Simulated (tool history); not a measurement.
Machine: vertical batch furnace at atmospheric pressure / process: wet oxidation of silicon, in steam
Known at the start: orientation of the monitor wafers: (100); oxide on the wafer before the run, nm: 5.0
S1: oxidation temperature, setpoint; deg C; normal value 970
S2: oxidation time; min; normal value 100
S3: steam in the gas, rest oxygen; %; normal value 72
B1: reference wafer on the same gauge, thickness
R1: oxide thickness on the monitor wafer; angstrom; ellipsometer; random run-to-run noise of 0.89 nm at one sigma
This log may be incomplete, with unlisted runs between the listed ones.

{"run": 1, "hour": 0.0, "S1": 970, "S2": 100, "S3": 81, "B1": 526.79, "R1": 4474.6}
{"run": 2, "hour": 13.5, "S1": 970, "S2": 100, "S3": 81, "B1": 527.48, "R1": 4468.3}
{"run": 3, "hour": 46.8, "S1": 970, "S2": 100, "S3": 72, "B1": 527.27, "R1": 4094.1}
{"run": 4, "hour": 81.9, "S1": 970, "S2": 100, "S3": 72, "B1": 526.82, "R1": 4109.4}
{"run": 5, "hour": 107.6, "S1": 970, "S2": 100, "S3": 72, "B1": 526.88, "R1": 4100.5}
{"hour": 156.6, "done": "steam generator serviced"}
{"hour": 177.5, "done": "thermocouples replaced and temperature profile calibrated"}
{"run": 6, "hour": 178.0, "S1": 970, "S2": 100, "S3": 72, "B1": 527, "R1": 4395.4}
{"run": 7, "hour": 183.3, "S1": 970, "S2": 100, "S3": 72, "B1": 527.03, "R1": 4414.6}
{"run": 8, "hour": 188.6, "S1": 962, "S2": 86.5, "S3": 63, "B1": 526.66, "R1": 3347.7}
{"run": 9, "hour": 193.9, "S1": 959, "S2": 120, "S3": 69, "B1": 526.98, "R1": 4443}
{"hour": 195.6, "done": "gauge calibrated"}
{"run": 10, "hour": 221.5, "S1": 950, "S2": 124, "S3": 72, "B1": 527.23, "R1": 4336.9}
{"run": 11, "hour": 235.9, "S1": 977, "S2": 100, "S3": 62, "B1": 527.13, "R1": 4184.8}
{"run": 12, "hour": 269.7, "S1": 954, "S2": 68, "S3": 63, "B1": 526.77, "R1": 2555.3}
{"run": 13, "hour": 293.5, "S1": 950, "S2": 124, "S3": 72, "B1": 527.03, "R1": 4344.2}
{"run": 14, "hour": 321.0, "S1": 946, "S2": 57.5, "S3": 67, "B1": 526.93, "R1": 2156.3}

Branching from run 14: 4 alternative next runs. What would each branch give?
{"run": "A", "hour": 326.4, "S1": 970, "S2": 100, "S3": 72, "B1": "?", "R1": "?"}
{"run": "B", "hour": 326.4, "S1": 957, "S2": 135.5, "S3": 76, "B1": "?", "R1": "?"}
{"run": "C", "hour": 326.4, "S1": 970, "S2": 100, "S3": 80, "B1": "?", "R1": "?"}
{"run": "D", "hour": 326.4, "S1": 970, "S2": 100, "S3": 66, "B1": "?", "R1": "?"}

run=A B1=527.17 R1=4394.3
run=B B1=527.17 R1=5107.6
run=C B1=527.17 R1=4738.5
run=D B1=527.17 R1=4126.2
Had the tool no hidden state, the same runs would have come out as:
run=A R1=4423.3
run=B R1=5141
run=C R1=4769.3
run=D R1=4153.6
